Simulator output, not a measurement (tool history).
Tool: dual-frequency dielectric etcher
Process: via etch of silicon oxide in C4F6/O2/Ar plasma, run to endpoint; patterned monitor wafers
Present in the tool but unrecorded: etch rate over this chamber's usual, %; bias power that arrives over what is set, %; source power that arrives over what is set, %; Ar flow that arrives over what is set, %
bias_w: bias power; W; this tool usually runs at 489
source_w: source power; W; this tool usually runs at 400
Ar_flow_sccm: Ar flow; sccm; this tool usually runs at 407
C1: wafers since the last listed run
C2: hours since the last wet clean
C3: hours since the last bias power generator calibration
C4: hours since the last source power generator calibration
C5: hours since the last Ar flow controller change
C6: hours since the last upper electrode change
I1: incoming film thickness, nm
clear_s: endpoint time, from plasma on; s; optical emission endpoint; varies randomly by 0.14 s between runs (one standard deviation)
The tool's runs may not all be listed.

{"run": 1, "hour": 0.0, "bias_w": 489, "source_w": 400, "Ar_flow_sccm": 407, "C1": 0, "C2": 80.2, "C3": 2512.7, "C4": 1527, "C5": 1752.2, "C6": 4533.9, "I1": 198.8, "clear_s": 42.7}
{"hour": 33.5, "done": "bias power generator calibrated"}
{"run": 2, "hour": 41.0, "bias_w": 555, "source_w": 400, "Ar_flow_sccm": 329, "C1": 467, "C2": 121.2, "C3": 7.5, "C4": 1568, "C5": 1793.2, "C6": 4574.9, "I1": 195.7, "clear_s": 39.7}
{"run": 3, "hour": 65.2, "bias_w": 489, "source_w": 400, "Ar_flow_sccm": 407, "C1": 305, "C2": 145.4, "C3": 31.7, "C4": 1592.2, "C5": 1817.4, "C6": 4599.1, "I1": 198.8, "clear_s": 42.6}
{"hour": 100.9, "done": "upper electrode replaced"}
{"run": 4, "hour": 110.7, "bias_w": 489, "source_w": 400, "Ar_flow_sccm": 407, "C1": 271, "C2": 190.9, "C3": 77.2, "C4": 1637.7, "C5": 1862.9, "C6": 9.8, "I1": 197.4, "clear_s": 42.7}
{"run": 5, "hour": 171.6, "bias_w": 489, "source_w": 400, "Ar_flow_sccm": 407, "C1": 768, "C2": 251.8, "C3": 138.1, "C4": 1698.6, "C5": 1923.8, "C6": 70.7, "I1": 196.7, "clear_s": 42.2}
{"run": 6, "hour": 198.8, "bias_w": 489, "source_w": 400, "Ar_flow_sccm": 407, "C1": 343, "C2": 279, "C3": 165.3, "C4": 1725.8, "C5": 1951, "C6": 97.9, "I1": 196.8, "clear_s": 42.4}
{"run": 7, "hour": 371.0, "bias_w": 489, "source_w": 400, "Ar_flow_sccm": 407, "C1": 2173, "C2": 451.2, "C3": 337.5, "C4": 1898, "C5": 2123.2, "C6": 270.1, "I1": 196.3, "clear_s": 42.3}
{"hour": 399.1, "done": "wet clean of the chamber"}
{"run": 8, "hour": 442.5, "bias_w": 489, "source_w": 400, "Ar_flow_sccm": 407, "C1": 599, "C2": 43.4, "C3": 409, "C4": 1969.5, "C5": 2194.7, "C6": 341.6, "I1": 198.5, "clear_s": 42.7}
{"hour": 466.4, "done": "Ar flow controller replaced"}
{"run": 9, "hour": 514.4, "bias_w": 595, "source_w": 450, "Ar_flow_sccm": 498, "C1": 831, "C2": 115.3, "C3": 480.9, "C4": 2041.4, "C5": 48, "C6": 413.5, "I1": 198.4, "clear_s": 38.7}
{"run": 10, "hour": 566.8, "bias_w": 489, "source_w": 400, "Ar_flow_sccm": 407, "C1": 661, "C2": 167.7, "C3": 533.3, "C4": 2093.8, "C5": 100.4, "C6": 465.9, "I1": 198.3, "clear_s": 42.7}
{"run": 11, "hour": 724.1, "bias_w": 489, "source_w": 400, "Ar_flow_sccm": 407, "C1": 1985, "C2": 325, "C3": 690.6, "C4": 2251.1, "C5": 257.7, "C6": 623.2, "I1": 197.6, "clear_s": 42.7}
{"run": 12, "hour": 767.1, "bias_w": 489, "source_w": 350, "Ar_flow_sccm": 323, "C1": 542, "C2": 368, "C3": 733.6, "C4": 2294.1, "C5": 300.7, "C6": 666.2, "I1": 197.3, "clear_s": 44.6}
{"run": 13, "hour": 815.3, "bias_w": 489, "source_w": 440, "Ar_flow_sccm": 407, "C1": 608, "C2": 416.2, "C3": 781.8, "C4": 2342.3, "C5": 348.9, "C6": 714.4, "I1": 198.1, "clear_s": 40.5}
{"run": 14, "hour": 848.5, "bias_w": 489, "source_w": 430, "Ar_flow_sccm": 407, "C1": 419, "C2": 449.4, "C3": 815, "C4": 2375.5, "C5": 382.1, "C6": 747.6, "I1": 196.8, "clear_s": 40.5}
{"hour": 918.9, "done": "wet clean of the chamber"}
{"run": 15, "hour": 919.4, "bias_w": 569, "source_w": 370, "Ar_flow_sccm": 368, "C1": 591, "C2": 0.5, "C3": 885.9, "C4": 2446.4, "C5": 453, "C6": 818.5, "I1": 197.2, "clear_s": 41.6}
{"hour": 956.0, "done": "source power generator calibrated"}
{"run": 16, "hour": 956.5, "bias_w": 584, "source_w": 450, "Ar_flow_sccm": 407, "C1": 417, "C2": 37.6, "C3": 923, "C4": 0.5, "C5": 490.1, "C6": 855.6, "I1": 198, "clear_s": 37.9}
{"run": 17, "hour": 1013.3, "bias_w": 489, "source_w": 400, "Ar_flow_sccm": 407, "C1": 716, "C2": 94.4, "C3": 979.8, "C4": 57.3, "C5": 546.9, "C6": 912.4, "I1": 197.7, "clear_s": 42.4}
{"run": 18, "hour": 1069.0, "bias_w": 489, "source_w": 400, "Ar_flow_sccm": 355, "C1": 703, "C2": 150.1, "C3": 1035.5, "C4": 113, "C5": 602.6, "C6": 968.1, "I1": 197.2, "clear_s": 41.8}
{"run": 19, "hour": 1116.7, "bias_w": 489, "source_w": 400, "Ar_flow_sccm": 478, "C1": 602, "C2": 197.8, "C3": 1083.2, "C4": 160.7, "C5": 650.3, "C6": 1015.8, "I1": 197.3, "clear_s": 43.2}
{"run": 20, "hour": 1175.3, "bias_w": 489, "source_w": 400, "Ar_flow_sccm": 362, "C1": 739, "C2": 256.4, "C3": 1141.8, "C4": 219.3, "C5": 708.9, "C6": 1074.4, "I1": 197.1, "clear_s": 42.1}
{"run": 21, "hour": 1223.3, "bias_w": 489, "source_w": 400, "Ar_flow_sccm": 407, "C1": 605, "C2": 304.4, "C3": 1189.8, "C4": 267.3, "C5": 756.9, "C6": 1122.4, "I1": 197.8, "clear_s": 42.3}
{"run": 22, "hour": 1294.3, "bias_w": 595, "source_w": 500, "Ar_flow_sccm": 370, "C1": 896, "C2": 375.4, "C3": 1260.8, "C4": 338.3, "C5": 827.9, "C6": 1193.4, "I1": 196.5, "clear_s": 35.1}
{"run": 23, "hour": 1366.2, "bias_w": 601, "source_w": 400, "Ar_flow_sccm": 469, "C1": 907, "C2": 447.3, "C3": 1332.7, "C4": 410.2, "C5": 899.8, "C6": 1265.3, "I1": 197.8, "clear_s": 40.4}
{"run": 24, "hour": 1404.6, "bias_w": 529, "source_w": 400, "Ar_flow_sccm": 407, "C1": 484, "C2": 485.7, "C3": 1371.1, "C4": 448.6, "C5": 938.2, "C6": 1303.7, "I1": 199, "clear_s": 41.9}
{"run": 25, "hour": 1470.7, "bias_w": 584, "source_w": 450, "Ar_flow_sccm": 407, "C1": 834, "C2": 551.8, "C3": 1437.2, "C4": 514.7, "C5": 1004.3, "C6": 1369.8, "I1": 196.8, "clear_s": 37.8}
{"hour": 1496.0, "done": "wet clean of the chamber"}
{"run": 26, "hour": 1519.1, "bias_w": 590, "source_w": 400, "Ar_flow_sccm": 361, "C1": 307, "C2": 23.1, "C3": 1485.6, "C4": 563.1, "C5": 1052.7, "C6": 1418.2, "I1": 198.8, "clear_s": 39.8}
{"run": 27, "hour": 1580.0, "bias_w": 489, "source_w": 350, "Ar_flow_sccm": 323, "C1": 768, "C2": 84, "C3": 1546.5, "C4": 624, "C5": 1113.6, "C6": 1479.1, "I1": 198, "clear_s": 44.9}
{"run": 28, "hour": 1627.8, "bias_w": 489, "source_w": 400, "Ar_flow_sccm": 445, "C1": 603, "C2": 131.8, "C3": 1594.3, "C4": 671.8, "C5": 1161.4, "C6": 1526.9, "I1": 199.2, "clear_s": 43.4}
{"run": 29, "hour": 1656.4, "bias_w": 489, "source_w": 400, "Ar_flow_sccm": 407, "C1": 360, "C2": 160.4, "C3": 1622.9, "C4": 700.4, "C5": 1190, "C6": 1555.5, "I1": 199.7, "clear_s": 43}

What if the next run were any one of these 4? Each begins from the tool's condition after run 29:
{"run": "A", "hour": 1656.8, "bias_w": 430, "source_w": 400, "Ar_flow_sccm": 407, "C1": 5, "C2": 160.8, "C3": 1623.3, "C4": 700.8, "C5": 1190.4, "C6": 1555.9, "I1": 198.7, "clear_s": "?"}
{"run": "B", "hour": 1656.8, "bias_w": 438, "source_w": 460, "Ar_flow_sccm": 491, "C1": 5, "C2": 160.8, "C3": 1623.3, "C4": 700.8, "C5": 1190.4, "C6": 1555.9, "I1": 198.7, "clear_s": "?"}
{"run": "C", "hour": 1656.8, "bias_w": 369, "source_w": 470, "Ar_flow_sccm": 318, "C1": 5, "C2": 160.8, "C3": 1623.3, "C4": 700.8, "C5": 1190.4, "C6": 1555.9, "I1": 198.7, "clear_s": "?"}
{"run": "D", "hour": 1656.8, "bias_w": 489, "source_w": 460, "Ar_flow_sccm": 407, "C1": 5, "C2": 160.8, "C3": 1623.3, "C4": 700.8, "C5": 1190.4, "C6": 1555.9, "I1": 198.7, "clear_s": "?"}

run=A clear_s=44.5
run=B clear_s=41.9
run=C clear_s=41.6
run=D clear_s=39.7
Without the tool's hidden state the same runs would have given:
run=A clear_s=44.5
run=B clear_s=41.9
run=C clear_s=41.6
run=D clear_s=39.7
